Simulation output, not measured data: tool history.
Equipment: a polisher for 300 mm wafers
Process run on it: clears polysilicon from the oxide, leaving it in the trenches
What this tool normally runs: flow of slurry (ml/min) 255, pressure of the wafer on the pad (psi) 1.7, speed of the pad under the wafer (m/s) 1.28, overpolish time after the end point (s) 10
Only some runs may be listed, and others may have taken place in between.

run	hour	flow of slurry (ml/min)	pressure of the wafer on the pad (psi)	speed of the pad under the wafer (m/s)	overpolish time after the end point (s)	incoming thickness of the incoming film, nm	time until the end point was called (s)	dishing of a wide line in a test structure (angstrom)
1	0	255	1.7	1.14	10	394	42.7	545
# hour 4.3: slurry nozzle cleaned
# hour 109.5: worn pad replaced by a new one
# hour 231.7: head pressure recalibrated
2	242	255	1.7	1.14	10	396.3	49.9	540
# hour 304.4: slurry nozzle cleaned
3	322.9	255	1.7	1.14	10	393	48.4	514
# hour 357: worn pad replaced by a new one
4	370.7	255	2	1.28	10	405.6	40.3	591
5	452.6	255	2	1.28	10	396.7	39.1	586
# hour 526.1: head pressure recalibrated, repeated, since the last time left the tool worse
6	542.8	255	1.7	1.28	10	408	40.4	585
# hour 544.2: slurry nozzle cleaned
7	599.3	255	1.7	1.28	10	394	40	601
# hour 645.9: worn pad replaced by a new one
# hour 801.7: slurry nozzle cleaned
8	871.4	255	1.3	1.28	6	394.3	52.2	351

Predict the results of run 9:
# hour 916.7: worn pad replaced by a new one
9	925	255	1.3	0.84	10	392.6	?	?

For run 9 the tool returned time until the end point was called (s) 67, dishing of a wide line in a test structure (angstrom) 422.
Without the tool's hidden state the same run would have given time until the end point was called (s) 64.8, dishing of a wide line in a test structure (angstrom) 432.
